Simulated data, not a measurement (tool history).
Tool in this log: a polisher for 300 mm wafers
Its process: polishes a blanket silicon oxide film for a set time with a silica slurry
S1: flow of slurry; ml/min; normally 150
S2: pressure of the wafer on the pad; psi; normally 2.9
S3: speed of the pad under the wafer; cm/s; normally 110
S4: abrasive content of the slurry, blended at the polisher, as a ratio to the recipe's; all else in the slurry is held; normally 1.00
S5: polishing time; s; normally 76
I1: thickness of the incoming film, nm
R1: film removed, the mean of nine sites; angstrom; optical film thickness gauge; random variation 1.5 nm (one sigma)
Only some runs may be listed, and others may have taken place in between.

Run 1, hour 0.0: usual settings; I1 1549.6. Result: R1 1409 angstrom.
Run 2, hour 43.7: usual settings but S1 185 ml/min; I1 1543.7. Result: R1 1446 angstrom.
At hour 101.7: slurry blender recalibrated.
Run 3, hour 102.2: usual settings but S1 185 ml/min; I1 1551.0. Result: R1 1427 angstrom.
At hour 182.6: worn pad replaced by a new one.
Run 4, hour 194.0: usual settings but S2 3.3 psi; I1 1556.8. Result: R1 1465 angstrom.
At hour 248.9: head pressure recalibrated.
Run 5, hour 272.6: usual settings but S2 3.9 psi, S3 134 cm/s; I1 1565.8. Result: R1 1812 angstrom.
Run 6, hour 322.0: usual settings but S3 76 cm/s, S4 0.75, S5 102 s; I1 1530.7. Result: R1 1143 angstrom.
Run 7, hour 392.7: usual settings; I1 1559.1. Result: R1 1317 angstrom.
At hour 444.6: conditioning disc replaced and pad reconditioned.
At hour 470.2: slurry nozzle cleaned.
Run 8, hour 490.9: usual settings; I1 1561.7. Result: R1 1467 angstrom.
Run 9, hour 590.1: usual settings but S4 0.75, S5 67 s; I1 1589.1. Result: R1 1047 angstrom.
Run 10, hour 635.5: usual settings; I1 1529.7. Result: R1 1431 angstrom.
Run 11, hour 706.6: usual settings but S3 84 cm/s; I1 1565.9. Result: R1 1156 angstrom.
At hour 905.1: slurry blender recalibrated.
At hour 909.3: worn pad replaced by a new one.
Run 12, hour 982.0: usual settings but S5 60 s; I1 1560.8. Result: R1 1071 angstrom.
At hour 1068.6: head pressure recalibrated.
Run 13, hour 1089.0: usual settings but S5 89 s; I1 1565.2. Result: R1 1577 angstrom.
Run 14, hour 1164.6: usual settings; I1 1546.8. Result: R1 1326 angstrom.
At hour 1245.8: conditioning disc replaced and pad reconditioned.
At hour 1259.5: slurry nozzle cleaned.
Run 15, hour 1262.7: usual settings but S1 195 ml/min, S4 1.10; I1 1555.7. Result: R1 1595 angstrom.
Run 16, hour 1364.7: usual settings but S1 180 ml/min, S3 128 cm/s; I1 1541.8. Result: R1 1702 angstrom.
Run 17, hour 1416.0: usual settings; I1 1557.1. Result: R1 1408 angstrom.
Run 18, hour 1496.4: usual settings but S1 170 ml/min, S4 0.80; I1 1551.9. Result: R1 1245 angstrom.
At hour 1538.2: slurry blender recalibrated.
At hour 1558.5: worn pad replaced by a new one.
Run 19, hour 1568.1: usual settings but S1 115 ml/min, S2 3.7 psi, S4 1.10, S5 83 s; I1 1540.7. Result: R1 1762 angstrom.
Run 20, hour 1637.5: usual settings but S2 3.8 psi, S4 0.90; I1 1547.1. Result: R1 1524 angstrom.
Run 21, hour 1710.4: usual settings but S2 3.2 psi; I1 1579.7. Result: R1 1436 angstrom.
Run 22, hour 1788.3: usual settings but S1 180 ml/min; I1 1558.3. Result: R1 1394 angstrom.
At hour 1831.6: head pressure recalibrated.
Run 23, hour 1870.8: usual settings; I1 1544.9. Result: R1 1339 angstrom.
At hour 1969.7: conditioning disc replaced and pad reconditioned.
At hour 2074.8: slurry nozzle cleaned.
Run 24, hour 2190.3: usual settings but S4 0.85, S5 55 s; I1 1558.2. Result: R1 936 angstrom.

Forecast each of these 5 alternatives for the next run:
Run A, hour 2190.7: usual settings but S3 138 cm/s; I1 1553.7. Result: R1 ?.
Run B, hour 2190.7: usual settings but S2 2.4 psi, S3 146 cm/s, S5 94 s; I1 1553.7. Result: R1 ?.
Run C, hour 2190.7: usual settings but S1 115 ml/min, S2 3.2 psi, S4 1.15; I1 1553.7. Result: R1 ?.
Run D, hour 2190.7: usual settings but S2 2.0 psi, S5 64 s; I1 1553.7. Result: R1 ?.
Run E, hour 2190.7: usual settings but S3 142 cm/s; I1 1553.7. Result: R1 ?.

run    R1
  A  1671
  B  1942
  C  1522
  D   973
  E  1707
With the hidden condition removed and each run's random variation left untouched, the same runs would have given:
run    R1
  A  1755
  B  2035
  C  1588
  D  1006
  E  1795
